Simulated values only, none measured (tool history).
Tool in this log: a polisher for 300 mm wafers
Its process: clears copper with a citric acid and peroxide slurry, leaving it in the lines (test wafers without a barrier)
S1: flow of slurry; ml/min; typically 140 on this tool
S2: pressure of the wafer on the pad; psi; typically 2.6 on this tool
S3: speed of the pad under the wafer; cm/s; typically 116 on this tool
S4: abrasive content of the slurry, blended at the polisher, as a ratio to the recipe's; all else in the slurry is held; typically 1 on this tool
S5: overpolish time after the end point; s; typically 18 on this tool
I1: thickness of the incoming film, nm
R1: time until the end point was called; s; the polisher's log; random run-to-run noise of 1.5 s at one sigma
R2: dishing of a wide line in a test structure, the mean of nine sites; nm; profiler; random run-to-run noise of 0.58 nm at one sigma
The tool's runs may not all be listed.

run    hour   S1   S2   S3    S4  S5     I1     R1    R2
  1       0  110  2.6  116  0.85  18  186.6  136.2  19.5
  2    43.4  110  2.6  116  0.85  18  189.4    147  19.3
  3   121.3  140  2.6  116     1  18    188  128.1  21.2
  4   190.8  140  2.6  116     1  18  192.1  131.7  21.4
  5   249.5  140  2.6  116     1  18  188.7  139.5  19.9
  6   300.1  140  2.6  116     1  18  188.7  142.3  20.2
      307.4  -- slurry blender recalibrated, repeated, since the last time left the tool worse
  7   348.5  140  2.6  116     1  18  188.6   98.5  26.2
  8     404  165  3.5  116   1.2  10  190.3   72.6  20.8
  9   487.6  140  2.6  116     1   9  187.5  104.3  13.9
 10     554  140  2.6  102     1  18  188.9    116    23
      578.2  -- worn pad replaced by a new one
      598.2  -- slurry nozzle cleaned
      614.9  -- head pressure recalibrated
 11   633.6  140  2.3  116     1  18  190.1  115.8    22
 12   676.2  140  2.6  116   1.2   9  191.5  100.9  14.6
 13   725.9  140  3.1  140     1  18  189.5   76.1  33.5
 14   823.4  155  2.6  116     1  18  187.7  103.6  25.3
 15   902.7  140  2.6  116  0.85  18  190.2  114.1  24.4
 16   967.8  140    3  116     1  18    187     92  26.8
 17  1011.6  115  2.2  116     1  18  189.7    123  21.1
     1041.4  -- slurry blender recalibrated
 18  1065.5  155  3.2  116   1.2  18  190.6   78.2  32.8
 19  1162.2  140  2.6  116     1  18  192.8  103.9  25.8
     1174.9  -- head pressure recalibrated
     1235.1  -- worn pad replaced by a new one
 20  1253.7  140  2.6  116     1  18  188.6  107.3  25.4
 21  1307.7  120  2.6  140  0.75  18  187.5  101.7  25.4
     1386.1  -- slurry nozzle cleaned
 22  1390.6  140  2.6  116     1  18  191.9    107  24.5
 23  1435.9  105  2.9  104     1  23  190.1  117.3  28.4
     1665.8  -- slurry blender recalibrated
 24  1737.6  140  2.6  116     1  18  188.4  101.9  26.1
     1782.2  -- head pressure recalibrated
 25  1829.6  140  2.6  116     1   8  188.9  101.9  12.5
 26  1887.6  140  2.3  130     1  18  188.4    102  26.5
     1928.7  -- worn pad replaced by a new one
 27  1931.7  140  2.6  116     1  18  189.9  106.3  26.2

State the hidden condition of the tool at each of the runs:
removal rate lost through wear of the pad, %: 0 at every run
slurry flow missing at the pad, %: 0 at every run
deviation of the head's pressure from its setpoint, %: 0 at every run
H1: abrasive missing from the slurry, %
run    H1
  1  39.3
  2  40.8
  3  42.8
  4  44.1
  5  44.9
  6  45.5
  7  3.59
  8  6.93
  9  10.6
 10  12.6
 11  14.3
 12    15
 13  15.7
 14  16.6
 15  17.1
 16  17.4
 17  17.5
 18   3.1
 19  8.84
 20  12.3
 21  13.8
 22  15.4
 23  16.1
 24   5.9
 25  10.3
 26  12.3
 27  13.4

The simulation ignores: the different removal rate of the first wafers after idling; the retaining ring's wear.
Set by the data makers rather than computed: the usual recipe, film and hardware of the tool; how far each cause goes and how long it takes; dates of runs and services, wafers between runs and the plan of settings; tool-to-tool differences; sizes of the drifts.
